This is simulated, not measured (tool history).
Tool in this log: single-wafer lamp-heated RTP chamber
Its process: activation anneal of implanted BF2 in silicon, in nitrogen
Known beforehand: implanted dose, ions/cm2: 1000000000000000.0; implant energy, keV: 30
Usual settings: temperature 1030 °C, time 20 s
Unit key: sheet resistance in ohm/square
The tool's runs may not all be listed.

run,hour,temperature,time,wafers since the last listed run,wafers since the last pyrometer calibration,wafers since the reflector plate was cleaned,hours since the gauge calibration,"read-back reference wafer on the same gauge, sheet resistance",sheet resistance
1,0.0,1030,20,0,1551,5133,230.4,135.05,156.68
2,31.4,1030,20,280,1831,5414,261.8,134.98,156.91
# hour 86.0: reflector plate cleaned
3,102.6,1030,20,564,2396,148,333.0,135.11,156.93
4,137.5,1030,20,311,2708,460,367.9,134.93,157.52
5,202.9,1030,20,584,3293,1045,433.3,134.98,157.04
6,257.2,1030,20,485,3778,1530,487.6,134.99,157.00
7,319.5,1030,20,556,4335,2087,549.9,134.92,157.42
8,373.9,1030,20,486,4821,2573,604.3,135.05,156.49
9,409.1,1030,20,314,5136,2888,639.5,135.02,156.77
10,439.1,1046,20,268,5404,3156,669.5,135.03,150.85
11,468.4,1039,24,261,5666,3418,698.8,134.79,151.82
# hour 487.3: pyrometer window cleaned and pyrometer calibrated
12,506.8,1030,20,271,174,3690,737.2,134.95,156.36
# hour 518.6: gauge calibrated
13,574.5,1030,30,605,779,4295,55.9,135.09,151.92
14,600.8,1010,26,235,1014,4530,82.2,134.96,165.65
15,679.7,1044,15,705,1719,5235,161.1,134.94,153.87
16,711.3,1030,20,282,2002,5517,192.7,134.92,157.23
# hour 746.5: reflector plate cleaned
17,762.4,1030,20,385,2387,142,243.8,135.12,158.44
18,830.9,1030,20,612,2999,754,312.3,135.06,157.93
19,1041.4,1014,10,1881,4881,2635,522.8,135.11,175.82

State the hidden condition of the tool at each of the runs:
true wafer temperature minus pyrometer reading, K: 0 at every run
wafer temperature error from the tarnished reflector plate, K: 0 at every run
gauge reads high (%): 0 at every run

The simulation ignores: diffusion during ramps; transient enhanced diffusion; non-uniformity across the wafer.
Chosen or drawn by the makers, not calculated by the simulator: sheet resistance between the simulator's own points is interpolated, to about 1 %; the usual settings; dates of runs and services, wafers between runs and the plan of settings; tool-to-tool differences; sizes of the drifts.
